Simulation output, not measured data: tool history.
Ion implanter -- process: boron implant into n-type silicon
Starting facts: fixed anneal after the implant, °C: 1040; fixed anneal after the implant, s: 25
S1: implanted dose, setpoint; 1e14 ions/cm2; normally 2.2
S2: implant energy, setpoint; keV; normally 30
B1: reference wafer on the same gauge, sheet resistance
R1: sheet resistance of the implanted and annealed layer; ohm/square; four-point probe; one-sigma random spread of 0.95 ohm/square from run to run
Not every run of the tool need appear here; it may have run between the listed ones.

run,hour,S1,S2,B1,R1
1,0,2.2,30,440.96,428.16
2,17.6,2.2,30,440.86,425.14
3,31.8,2.2,30,441.27,427.68
4,39.1,2.2,30,440.68,427.19
5,52.5,2.2,30,440.86,426.02
6,60.7,2.52,30,440.86,383.8
7,77.6,2.52,30,440.82,381.89
8,90.1,2.2,30,441.16,427.07
9,97.1,1.96,30,440.97,468.43
10,111,2.49,30,440.72,387.37
11,126.2,2.49,30,441.13,387.31
12,139.8,2.2,30,440.96,429.41
13,152.8,2.2,30,441.05,426.83
14,166.8,2.2,30,440.73,427.99
15,180.2,1.73,30,441.17,517.56
16,192.1,2.2,36,440.64,419.42
17,209.8,2.2,30,441.29,427.45
18,230.9,2.2,30,440.83,427.18
19,248.3,2.51,23,441.07,397.34
# hour 257.6: Faraday cup replaced and dose calibrated
20,258.7,1.86,30,440.86,465.45
# hour 271.6: extraction supply calibrated
21,272.1,1.8,26.5,440.91,488.86
22,283.6,2.01,21,440.75,459.62
23,295.5,2.2,30,440.82,410.04
# hour 300.9: gauge calibrated
24,306.2,2.2,30,440.87,410.45
25,322.7,1.93,30,440.9,455.65
26,340.1,1.62,30,440.95,522.83
27,347.7,2.65,30,440.78,353.99
28,357.5,2.42,21.5,441.03,397.2
29,365.6,1.88,26,440.83,477.78
30,375,2.2,20.5,440.88,431.59
31,385.1,2.2,30,441.02,415.2
32,400.9,2.2,36,440.93,403.5
33,415.5,1.73,30,440.78,498.99
34,422.6,2.68,30,441.25,354.23
35,439.8,2.2,30,441.06,414.08
36,449.2,1.71,21.5,440.98,530.02
37,459.6,2.39,23,441.2,399.41

Below, each run's measurement less what the same run would have read without the hidden state. Both values contain the same run-to-run variation, but the gauge's scatter may not be the same in both:
Unlogged tool condition in this case: deviation of the true dose from the Faraday cup's reading, %; deviation of the true energy from its setpoint, %; gauge reads high (%).
run,R1
1,+18.86
2,+18.74
3,+18.88
4,+18.87
5,+18.84
6,+17.18
7,+17.12
8,+18.94
9,+20.55
10,+17.39
11,+17.41
12,+19.1
13,+19.01
14,+19.08
15,+22.53
16,+18.43
17,+19.1
18,+19.12
19,+18.3
20,+1.59
21,+2.1
22,+2.38
23,+2.37
24,+2.64
25,+3.33
26,+4.26
27,+3.18
28,+3.85
29,+4.71
30,+4.61
31,+4.53
32,+4.67
33,+6.08
34,+4.63
35,+5.67
36,+7.59
37,+6.01

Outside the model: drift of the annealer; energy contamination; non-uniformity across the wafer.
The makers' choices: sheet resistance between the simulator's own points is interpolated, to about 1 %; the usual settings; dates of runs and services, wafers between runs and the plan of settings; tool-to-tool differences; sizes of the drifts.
